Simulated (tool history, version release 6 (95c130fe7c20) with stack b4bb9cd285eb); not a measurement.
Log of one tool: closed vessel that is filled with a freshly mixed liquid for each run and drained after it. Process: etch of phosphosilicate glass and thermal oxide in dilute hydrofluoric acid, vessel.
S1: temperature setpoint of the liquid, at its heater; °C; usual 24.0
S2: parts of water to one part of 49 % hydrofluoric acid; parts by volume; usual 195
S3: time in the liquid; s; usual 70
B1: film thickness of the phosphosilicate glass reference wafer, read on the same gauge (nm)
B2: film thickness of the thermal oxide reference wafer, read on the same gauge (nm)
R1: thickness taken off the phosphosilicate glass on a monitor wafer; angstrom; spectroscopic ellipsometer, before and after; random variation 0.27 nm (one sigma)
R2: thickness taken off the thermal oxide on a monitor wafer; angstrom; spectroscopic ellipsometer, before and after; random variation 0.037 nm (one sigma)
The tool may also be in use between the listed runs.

{"run": 1, "hour": 0.0, "S1": 24.0, "S2": 120, "S3": 70, "B1": 70.02, "B2": 99.988, "R1": 814.2, "R2": 34.24}
{"run": 2, "hour": 54.5, "S1": 24.0, "S2": 195, "S3": 70, "B1": 70.0, "B2": 100.008, "R1": 461.2, "R2": 19.24}
{"run": 3, "hour": 125.9, "S1": 27.0, "S2": 195, "S3": 70, "B1": 70.02, "B2": 99.986, "R1": 520.1, "R2": 22.45}
{"run": 4, "hour": 196.4, "S1": 27.0, "S2": 195, "S3": 70, "B1": 70.0, "B2": 99.996, "R1": 520.9, "R2": 21.69}
{"run": 5, "hour": 261.2, "S1": 24.0, "S2": 195, "S3": 70, "B1": 70.02, "B2": 100.023, "R1": 463.1, "R2": 19.53}
{"hour": 303.3, "done": "thermometer replaced"}
{"run": 6, "hour": 321.9, "S1": 24.0, "S2": 195, "S3": 70, "B1": 70.0, "B2": 100.008, "R1": 465.1, "R2": 19.09}
{"run": 7, "hour": 355.3, "S1": 24.0, "S2": 125, "S3": 40, "B1": 69.98, "B2": 100.009, "R1": 454.3, "R2": 18.63}
{"hour": 360.7, "done": "gauge calibrated"}
{"run": 8, "hour": 412.2, "S1": 20.5, "S2": 235, "S3": 70, "B1": 69.97, "B2": 100.013, "R1": 328.5, "R2": 13.87}
{"run": 9, "hour": 461.6, "S1": 24.0, "S2": 195, "S3": 70, "B1": 69.95, "B2": 99.993, "R1": 468.0, "R2": 19.69}
{"hour": 467.4, "done": "hydrofluoric acid flow meter replaced"}
{"run": 10, "hour": 522.1, "S1": 24.0, "S2": 195, "S3": 105, "B1": 70.04, "B2": 100.014, "R1": 678.0, "R2": 28.21}
{"run": 11, "hour": 575.4, "S1": 24.0, "S2": 260, "S3": 70, "B1": 69.97, "B2": 99.988, "R1": 315.5, "R2": 13.23}
{"run": 12, "hour": 634.0, "S1": 27.5, "S2": 265, "S3": 100, "B1": 69.99, "B2": 100.009, "R1": 503.0, "R2": 20.4}
{"run": 13, "hour": 693.6, "S1": 29.0, "S2": 255, "S3": 70, "B1": 70.0, "B2": 99.997, "R1": 387.8, "R2": 15.82}
{"run": 14, "hour": 760.0, "S1": 20.5, "S2": 195, "S3": 70, "B1": 69.99, "B2": 100.001, "R1": 400.7, "R2": 16.69}
{"run": 15, "hour": 819.9, "S1": 24.0, "S2": 195, "S3": 70, "B1": 69.96, "B2": 100.006, "R1": 453.5, "R2": 19.35}
{"hour": 878.0, "done": "gauge calibrated"}
{"run": 16, "hour": 886.3, "S1": 25.5, "S2": 290, "S3": 70, "B1": 70.02, "B2": 99.996, "R1": 291.7, "R2": 11.94}

4 ways to go on from here, each from the tool as it stands after run 16. What would each give?
{"run": "A", "hour": 887.0, "S1": 24.0, "S2": 195, "S3": 70, "B1": "?", "B2": "?", "R1": "?", "R2": "?"}
{"run": "B", "hour": 887.0, "S1": 28.5, "S2": 195, "S3": 70, "B1": "?", "B2": "?", "R1": "?", "R2": "?"}
{"run": "C", "hour": 887.0, "S1": 28.5, "S2": 165, "S3": 95, "B1": "?", "B2": "?", "R1": "?", "R2": "?"}
{"run": "D", "hour": 887.0, "S1": 22.0, "S2": 195, "S3": 55, "B1": "?", "B2": "?", "R1": "?", "R2": "?"}

run=A B1=70.00 B2=100.014 R1=457.0 R2=19.26
run=B B1=70.00 B2=100.014 R1=537.9 R2=22.67
run=C B1=70.00 B2=100.014 R1=894.6 R2=37.70
run=D B1=70.00 B2=100.014 R1=333.1 R2=14.04
Without the tool's hidden state the same runs would have given:
run=A R1=451.3 R2=19.02
run=B R1=531.1 R2=22.38
run=C R1=883.5 R2=37.23
run=D R1=329.0 R2=13.86
